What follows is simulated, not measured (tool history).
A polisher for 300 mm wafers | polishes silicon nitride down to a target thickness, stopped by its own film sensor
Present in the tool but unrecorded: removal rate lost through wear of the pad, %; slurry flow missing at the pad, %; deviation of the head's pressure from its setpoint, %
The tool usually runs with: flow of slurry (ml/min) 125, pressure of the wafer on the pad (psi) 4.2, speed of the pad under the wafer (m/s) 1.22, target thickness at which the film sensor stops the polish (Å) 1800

run	hour	flow of slurry (ml/min)	pressure of the wafer on the pad (psi)	speed of the pad under the wafer (m/s)	target thickness at which the film sensor stops the polish (Å)	wafers since the last listed run	wafers polished on this pad	hours since the slurry nozzle was cleaned	hours since the head pressure was calibrated	incoming thickness of the incoming film, nm	time until the film sensor stopped the polish (s)
1	0	125	3.7	1.22	1800	0	504	906.4	3.2	417.8	96
2	14.6	125	4.2	1.22	1800	141	645	921	17.8	417.3	83.7
# hour 19.1: slurry nozzle cleaned
3	22.7	125	4.2	1.22	1800	68	714	3.6	25.9	415.3	84.3
4	38.6	125	4.2	1.22	1800	154	868	19.5	41.8	407.2	80.4
5	64.9	95	4.2	1.22	2040	254	1123	45.8	68.1	412.1	80
# hour 80.6: worn pad replaced by a new one
6	81.1	95	4.2	1.22	2040	118	4	62	84.3	408.2	80.9
7	91.3	160	4.2	1.22	1800	98	103	72.2	94.5	412.4	77.6
8	102	125	4.2	1.22	1800	103	207	82.9	105.2	407	80.3
9	134.6	125	4.2	1.22	1800	315	523	115.5	137.8	411.4	83.9
10	148.3	125	4.2	1.22	2030	132	655	129.2	151.5	408	73.5
11	156.3	125	4.2	1.22	1800	77	733	137.2	159.5	412.1	86.2
12	166.7	125	4.2	1.22	1800	100	833	147.6	169.9	403.1	79.8
13	179	110	3.1	1.54	2120	119	953	159.9	182.2	406.4	80
14	191.5	165	4.2	1.5	1800	121	1074	172.4	194.7	403	64.4
15	200.9	145	4.6	1	1080	91	1165	181.8	204.1	404.6	112.7
16	218	125	4.2	1.22	1800	165	1330	198.9	221.2	407.9	81.5
# hour 224.1: worn pad replaced by a new one
17	232.6	125	3.7	1.22	1800	102	82	213.5	235.8	410.5	94.9
18	242.6	125	4.2	1.22	1800	96	179	223.5	245.8	400.8	79.1
19	260.5	85	4.2	0.88	2030	173	352	241.4	263.7	416.4	109.4
20	277.1	140	4.2	1.22	1800	160	513	258	280.3	406.6	78.7
21	290.5	105	4.8	1.08	1420	129	643	271.4	293.7	408.6	94.5
22	305.3	100	4.2	1.44	1310	143	786	286.2	308.5	414.8	92.8
23	320.4	125	4.2	1.22	2510	146	933	301.3	323.6	410.9	58.6
24	337.5	125	4.2	1.22	1800	165	1098	318.4	340.7	405.6	80.1
# hour 343: head pressure recalibrated
25	348.4	125	4.2	1.22	1800	86	1184	329.3	5.4	408.5	80.5
# hour 358.4: worn pad replaced by a new one
26	360.2	125	4.2	1.22	1800	75	17	341.1	17.2	409.1	85.1
27	368.5	140	4.9	1.22	2060	80	98	349.4	25.5	414.7	63.2
28	383.7	125	5.2	1.06	1800	147	245	364.6	40.7	403.3	72.8
29	409	125	4.2	1.22	1800	245	490	389.9	66	411.1	83.4
30	418.6	140	4.8	0.96	2120	92	583	399.5	75.6	415.9	76.1
31	429.1	125	5.4	1.22	1800	101	685	410	86.1	414	65.8
32	435.1	125	4.2	1.22	1800	58	743	416	92.1	409	81.1
33	441.5	110	4.6	1.42	2070	61	805	422.4	98.5	417.2	63.2
34	458.6	125	2.8	1.22	1800	165	970	439.5	115.6	402.3	119.4
35	509.8	125	4.9	1.22	1800	495	1466	490.7	166.8	407.5	68.7
36	520.9	155	4.2	0.94	1340	107	1574	501.8	177.9	418.7	122.6

Consider 5 possible next runs. They are alternatives, not a sequence: every one starts from the tool as it was left by run 36. What does each give?
A	521.4	125	4.2	1.22	1800	4	1579	502.3	178.4	412.1	?
B	521.4	85	5.1	1.02	1210	4	1579	502.3	178.4	412.1	?
C	521.4	100	3.3	1.42	1800	4	1579	502.3	178.4	412.1	?
D	521.4	165	4.7	1.1	1190	4	1579	502.3	178.4	412.1	?
E	521.4	125	5.5	1.22	1800	4	1579	502.3	178.4	412.1	?

run	time until the film sensor stopped the polish (s)
A	84
B	110
C	99.6
D	97.9
E	64.1
The same runs, with their run-to-run variation unchanged, on a tool lacking any hidden condition would have given:
run	time until the film sensor stopped the polish (s)
A	84
B	110
C	99.6
D	97.9
E	64.1

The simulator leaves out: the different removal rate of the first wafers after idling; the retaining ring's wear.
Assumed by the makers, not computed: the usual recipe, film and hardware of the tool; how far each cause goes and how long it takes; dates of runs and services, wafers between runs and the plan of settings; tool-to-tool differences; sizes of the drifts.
